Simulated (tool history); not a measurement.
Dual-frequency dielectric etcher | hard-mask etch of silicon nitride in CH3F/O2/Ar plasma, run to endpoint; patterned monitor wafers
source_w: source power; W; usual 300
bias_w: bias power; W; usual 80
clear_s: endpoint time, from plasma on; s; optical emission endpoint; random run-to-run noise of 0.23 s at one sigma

run	hour	source_w	bias_w	wafers since the last listed run	hours since the last wet clean	hours since the last source power generator calibration	hours since the last bias power generator calibration	hours since the last upper electrode change	incoming incoming film thickness, nm	clear_s
1	0.0	300	80	0	231.6	3734.1	3130.2	5082.5	30.78	49.2
2	12.8	300	80	97	244.4	3746.9	3143.0	5095.3	30.76	48.9
3	36.3	270	91	178	267.9	3770.4	3166.5	5118.8	30.92	48.4
4	62.3	270	91	197	293.9	3796.4	3192.5	5144.8	30.64	48.6
5	74.5	270	91	92	306.1	3808.6	3204.7	5157.0	30.61	48.7
6	88.8	350	80	108	320.4	3822.9	3219.0	5171.3	30.72	46.9
7	105.8	320	80	129	337.4	3839.9	3236.0	5188.3	30.75	47.9
8	128.9	320	80	175	360.5	3863.0	3259.1	5211.4	30.66	47.5
9	148.6	320	80	149	380.2	3882.7	3278.8	5231.1	30.62	48.2
10	180.5	300	80	242	412.1	3914.6	3310.7	5263.0	30.79	49.4
11	193.2	300	80	96	424.8	3927.3	3323.4	5275.7	30.64	49.1
12	209.8	300	80	126	441.4	3943.9	3340.0	5292.3	30.43	49.1
13	243.0	300	80	252	474.6	3977.1	3373.2	5325.5	30.96	49.7
14	267.9	300	80	189	499.5	4002.0	3398.1	5350.4	30.92	49.9
15	280.2	260	62	93	511.8	4014.3	3410.4	5362.7	30.64	57.0
16	297.5	230	72	131	529.1	4031.6	3427.7	5380.0	30.52	56.7
17	322.6	300	80	190	554.2	4056.7	3452.8	5405.1	30.73	49.3
18	356.6	220	87	258	588.2	4090.7	3486.8	5439.1	30.69	53.8
19	379.7	300	63	175	611.3	4113.8	3509.9	5462.2	30.31	53.6
20	413.6	320	91	257	645.2	4147.7	3543.8	5496.1	30.90	46.3
21	436.2	300	80	171	667.8	4170.3	3566.4	5518.7	30.66	49.9
22	463.5	300	69	207	695.1	4197.6	3593.7	5546.0	30.71	52.4
# hour 471.0: source power generator calibrated
# hour 494.3: wet clean of the chamber
23	494.8	300	80	30	0.5	23.8	3625.0	5577.3	30.68	48.2
24	500.5	240	85	43	6.2	29.5	3630.7	5583.0	30.61	51.4
# hour 506.9: bias power generator calibrated
# hour 527.0: upper electrode replaced
25	530.7	300	84	46	36.4	59.7	23.8	3.7	30.81	47.8
26	561.8	340	70	236	67.5	90.8	54.9	34.8	30.74	48.9
27	578.8	370	94	129	84.5	107.8	71.9	51.8	30.59	42.3
28	601.0	300	80	168	106.7	130.0	94.1	74.0	30.80	49.0
29	620.1	300	80	145	125.8	149.1	113.2	93.1	30.54	49.2
30	646.8	340	80	202	152.5	175.8	139.9	119.8	30.75	47.2
31	674.2	300	88	208	179.9	203.2	167.3	147.2	30.98	47.6
32	704.3	270	67	228	210.0	233.3	197.4	177.3	30.78	54.5
33	716.5	370	98	92	222.2	245.5	209.6	189.5	30.72	41.5
34	732.5	330	73	121	238.2	261.5	225.6	205.5	30.95	49.1

Below are 5 alternative next runs, each starting from the tool's condition after run 34. Predict each:
A	732.9	300	61	3	238.6	261.9	226.0	205.9	31.22	?
B	732.9	260	70	3	238.6	261.9	226.0	205.9	31.22	?
C	732.9	360	80	3	238.6	261.9	226.0	205.9	31.22	?
D	732.9	220	68	3	238.6	261.9	226.0	205.9	31.22	?
E	732.9	340	88	3	238.6	261.9	226.0	205.9	31.22	?

run	clear_s
A	55.5
B	55.7
C	46.9
D	59.9
E	46.2
Without the tool's hidden state the same runs would have given:
run	clear_s
A	54.9
B	55.1
C	46.4
D	59.3
E	45.7

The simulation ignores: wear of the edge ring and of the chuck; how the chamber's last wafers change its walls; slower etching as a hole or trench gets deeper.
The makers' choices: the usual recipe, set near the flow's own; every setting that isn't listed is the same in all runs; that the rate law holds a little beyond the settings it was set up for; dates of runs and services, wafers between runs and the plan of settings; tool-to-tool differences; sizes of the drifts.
